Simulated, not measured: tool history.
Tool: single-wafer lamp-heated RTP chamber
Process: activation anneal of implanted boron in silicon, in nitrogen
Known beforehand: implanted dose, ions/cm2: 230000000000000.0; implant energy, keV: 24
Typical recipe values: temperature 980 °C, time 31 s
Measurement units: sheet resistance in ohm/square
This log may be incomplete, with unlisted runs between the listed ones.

run	hour	temperature	time	read-back reference wafer on the same gauge, sheet resistance	sheet resistance
1	0	980	31	311.04	355.19
2	14.4	980	31	311.11	355.42
3	25.1	958	31	311.03	378.94
4	32.7	980	31	310.7	354.37
5	48.6	980	31	311.12	354.06
6	64.3	980	31	310.85	354.3
7	114.2	980	31	310.87	353.96
8	124.5	980	44	311.03	351.49
9	137.9	980	44	310.82	352.65
10	154.6	980	44	310.83	352.47
11	170.8	980	31	310.96	353.29
12	181.4	980	31	311.07	354.05
13	188.6	980	31	310.92	353.36
14	196.1	980	31	311.08	353.51
15	211.1	966	26	311.03	366
16	219.9	966	26	310.89	367.05
17	226.6	971	31	311.17	359.64
18	240.5	994	49	310.99	345.48
19	249.8	997	48	310.99	346
20	264.7	1006	25	311.23	345.42
# hour 275.8: gauge calibrated
21	276.1	1004	46	310.89	345.36
# hour 293.8: pyrometer window cleaned and pyrometer calibrated
22	294.3	980	31	311.03	353.54
23	307.6	980	31	311.05	353.05
24	320.3	980	31	311.08	353.41
25	354.9	993	24	310.95	348.94
26	366.7	980	44	311.11	350.11
27	381	980	31	310.98	351.83
28	390.8	1010	25	310.81	346.02
29	400.1	988	24	310.9	349.43
# hour 410.6: reflector plate cleaned
30	411	988	39	311.14	350.27
31	419.5	980	31	311.09	356.55
32	435	980	44	310.91	352.44
33	451.7	953	14	311.04	408.74
34	458	1006	18	310.95	348.07
35	505.1	980	37	310.9	354.26
36	518.3	965	17	311.08	378.01

What would each run have given without the hidden state, its run-to-run variation left as it was?
Hidden state present: true wafer temperature minus pyrometer reading, K; wafer temperature error from the tarnished reflector plate, K; gauge reads high (%).
run	sheet resistance
1	357.13
2	357.44
3	384.62
4	356.49
5	356.28
6	356.61
7	356.59
8	353.8
9	355.05
10	354.96
11	356.29
12	357.13
13	356.48
14	356.69
15	372.9
16	374.1
17	364.91
18	346.9
19	347.24
20	346.36
21	346.23
22	357.43
23	357.04
24	357.5
25	351.44
26	353.91
27	356.36
28	346.92
29	352.94
30	350.77
31	357.39
32	353.16
33	412.22
34	348.33
35	355.08
36	380.28

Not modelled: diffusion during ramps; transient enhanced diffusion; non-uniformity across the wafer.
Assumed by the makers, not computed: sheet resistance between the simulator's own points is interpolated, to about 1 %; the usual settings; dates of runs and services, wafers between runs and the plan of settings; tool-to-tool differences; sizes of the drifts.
